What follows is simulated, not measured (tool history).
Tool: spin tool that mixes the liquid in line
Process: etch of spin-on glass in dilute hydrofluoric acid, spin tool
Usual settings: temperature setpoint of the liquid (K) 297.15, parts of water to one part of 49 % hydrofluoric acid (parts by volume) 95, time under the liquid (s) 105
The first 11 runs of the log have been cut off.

run,day,temperature setpoint of the liquid (K),parts of water to one part of 49 % hydrofluoric acid (parts by volume),time under the liquid (s),"read-back film thickness of the spin-on glass reference wafer, read on the same gauge (nm)",thickness taken off the spin-on glass on a monitor wafer (Å)
12,6.108,294.65,95,105,70,383.5
# day 6.492: gauge calibrated
13,6.529,295.15,95,105,70,391.9
14,6.875,297.15,95,105,69.97,423.8
15,7.133,299.15,80,75,70,400.3
16,7.492,297.15,50,45,69.99,366.2
17,7.825,294.15,75,105,70.02,488.8
18,8.567,299.65,95,165,70.01,737.9
19,9.238,297.15,80,50,70.05,245.3
20,9.975,293.15,95,140,69.99,484.7
21,10.371,299.15,135,105,70.01,309.1
22,10.638,294.65,135,105,70.04,261.1
23,11.1,297.15,95,105,70.05,424.1
24,11.6,299.65,75,145,69.99,844.8

Forecast run 25:
25,11.996,299.65,110,125,?,?

For run 25 the tool returned read-back film thickness of the spin-on glass reference wafer, read on the same gauge (nm) 70.03, thickness taken off the spin-on glass on a monitor wafer (Å) 474.9.
The same run, on a tool lacking any hidden state, would have yielded thickness taken off the spin-on glass on a monitor wafer (Å) 471.5.

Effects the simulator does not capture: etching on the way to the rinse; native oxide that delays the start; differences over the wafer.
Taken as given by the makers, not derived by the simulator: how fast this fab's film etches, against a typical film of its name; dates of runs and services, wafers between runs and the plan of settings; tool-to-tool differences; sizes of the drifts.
